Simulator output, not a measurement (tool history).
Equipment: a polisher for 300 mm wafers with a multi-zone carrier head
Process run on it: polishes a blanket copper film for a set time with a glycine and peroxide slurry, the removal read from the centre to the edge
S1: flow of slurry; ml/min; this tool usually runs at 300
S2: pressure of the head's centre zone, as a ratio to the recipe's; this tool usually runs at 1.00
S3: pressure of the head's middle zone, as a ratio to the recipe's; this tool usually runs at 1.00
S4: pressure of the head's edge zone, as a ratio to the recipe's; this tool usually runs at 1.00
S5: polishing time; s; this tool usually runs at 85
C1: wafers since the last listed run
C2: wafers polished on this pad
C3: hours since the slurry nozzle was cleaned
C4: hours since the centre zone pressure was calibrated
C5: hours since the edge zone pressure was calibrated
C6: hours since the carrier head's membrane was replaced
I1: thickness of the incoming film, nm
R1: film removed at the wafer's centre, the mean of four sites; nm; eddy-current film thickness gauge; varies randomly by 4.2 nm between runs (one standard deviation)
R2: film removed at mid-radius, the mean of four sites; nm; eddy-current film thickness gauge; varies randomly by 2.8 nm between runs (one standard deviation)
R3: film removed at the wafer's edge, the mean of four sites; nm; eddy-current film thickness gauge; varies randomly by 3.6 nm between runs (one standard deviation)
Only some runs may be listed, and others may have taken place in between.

run,hour,S1,S2,S3,S4,S5,C1,C2,C3,C4,C5,C6,I1,R1,R2,R3
1,0.0,300,1.00,1.00,1.00,85,0,468,81.6,893.8,565.3,490.3,1365.0,414.9,434.1,423.0
2,17.7,300,1.00,1.00,1.00,85,115,584,99.3,911.5,583.0,508.0,1333.8,414.5,429.3,422.1
3,39.9,300,1.00,1.00,1.00,85,145,729,121.5,933.7,605.2,530.2,1351.6,407.3,429.0,413.1
# hour 65.4: worn pad replaced by a new one
4,65.9,300,1.00,1.00,1.00,85,144,3,147.5,959.7,631.2,556.2,1327.4,449.6,460.9,458.5
5,82.9,300,1.00,1.00,1.00,85,111,114,164.5,976.7,648.2,573.2,1347.2,430.0,448.2,446.0
# hour 103.3: centre zone pressure recalibrated
6,118.6,300,1.00,1.00,1.00,85,220,335,200.2,15.3,683.9,608.9,1359.8,421.2,432.2,425.8
# hour 132.3: carrier head's membrane replaced by a new one
7,134.9,300,1.00,1.00,1.00,85,74,409,216.5,31.6,700.2,2.6,1353.0,415.1,428.1,427.5
8,153.7,215,1.08,1.00,1.00,85,123,532,235.3,50.4,719.0,21.4,1360.6,418.6,413.4,414.7
9,186.6,375,1.00,1.00,1.00,69,215,748,268.2,83.3,751.9,54.3,1337.6,338.0,349.4,342.1
10,209.6,375,1.00,1.00,1.00,69,150,899,291.2,106.3,774.9,77.3,1346.0,333.7,352.8,344.8
# hour 216.9: worn pad replaced by a new one
11,227.7,300,1.00,1.00,1.00,85,92,70,309.3,124.4,793.0,95.4,1361.1,442.0,459.2,448.3
# hour 244.9: slurry nozzle cleaned
12,249.2,300,1.10,0.92,1.05,73,134,204,4.3,145.9,814.5,116.9,1328.9,405.1,352.2,386.3
13,277.7,330,1.00,0.92,0.95,85,186,391,32.8,174.4,843.0,145.4,1346.0,423.2,409.5,422.4
14,292.4,300,1.00,1.00,0.96,75,96,487,47.5,189.1,857.7,160.1,1358.9,369.7,383.0,369.3
15,314.6,300,1.00,1.00,1.00,85,145,633,69.7,211.3,879.9,182.3,1323.4,403.8,427.2,426.7
16,337.1,300,0.89,1.05,1.08,67,147,780,92.2,233.8,902.4,204.8,1341.9,294.8,349.6,348.9
# hour 345.6: edge zone pressure recalibrated
17,354.0,225,1.00,1.00,1.00,85,97,878,109.1,250.7,8.4,221.7,1362.8,395.9,411.4,410.7
# hour 369.1: worn pad replaced by a new one
18,381.5,300,0.97,1.00,0.90,56,153,81,136.6,278.2,35.9,249.2,1335.3,278.7,293.8,278.1
19,394.0,300,0.91,1.00,1.00,85,81,163,149.1,290.7,48.4,261.7,1353.7,392.8,438.3,435.9
20,423.6,300,1.00,1.00,0.93,85,193,357,178.7,320.3,78.0,291.3,1360.5,412.8,430.7,415.2
21,449.7,230,1.00,1.00,1.00,85,171,528,204.8,346.4,104.1,317.4,1334.6,395.9,415.2,413.1
22,465.3,300,1.00,1.00,1.05,97,102,630,220.4,362.0,119.7,333.0,1342.4,475.6,485.3,482.0
# hour 496.9: worn pad replaced by a new one
23,556.0,300,0.96,1.00,0.88,85,568,387,311.1,452.7,210.4,423.7,1350.2,405.2,437.7,405.0

Predict each of these 3 candidate next runs independently; none follows another, all start after run 23:
A,556.5,300,1.00,1.00,1.00,85,3,390,311.6,453.2,210.9,424.2,1343.5,?,?,?
B,556.5,380,0.89,1.00,1.10,65,3,390,311.6,453.2,210.9,424.2,1343.5,?,?,?
C,556.5,300,1.00,1.10,1.11,85,3,390,311.6,453.2,210.9,424.2,1343.5,?,?,?

run,R1,R2,R3
A,420.6,431.5,431.0
B,296.3,336.8,350.9
C,420.9,466.7,453.3
With no hidden state in the tool, these same runs would have given:
run,R1,R2,R3
A,450.4,462.0,461.5
B,317.3,360.7,375.8
C,450.7,499.8,485.4
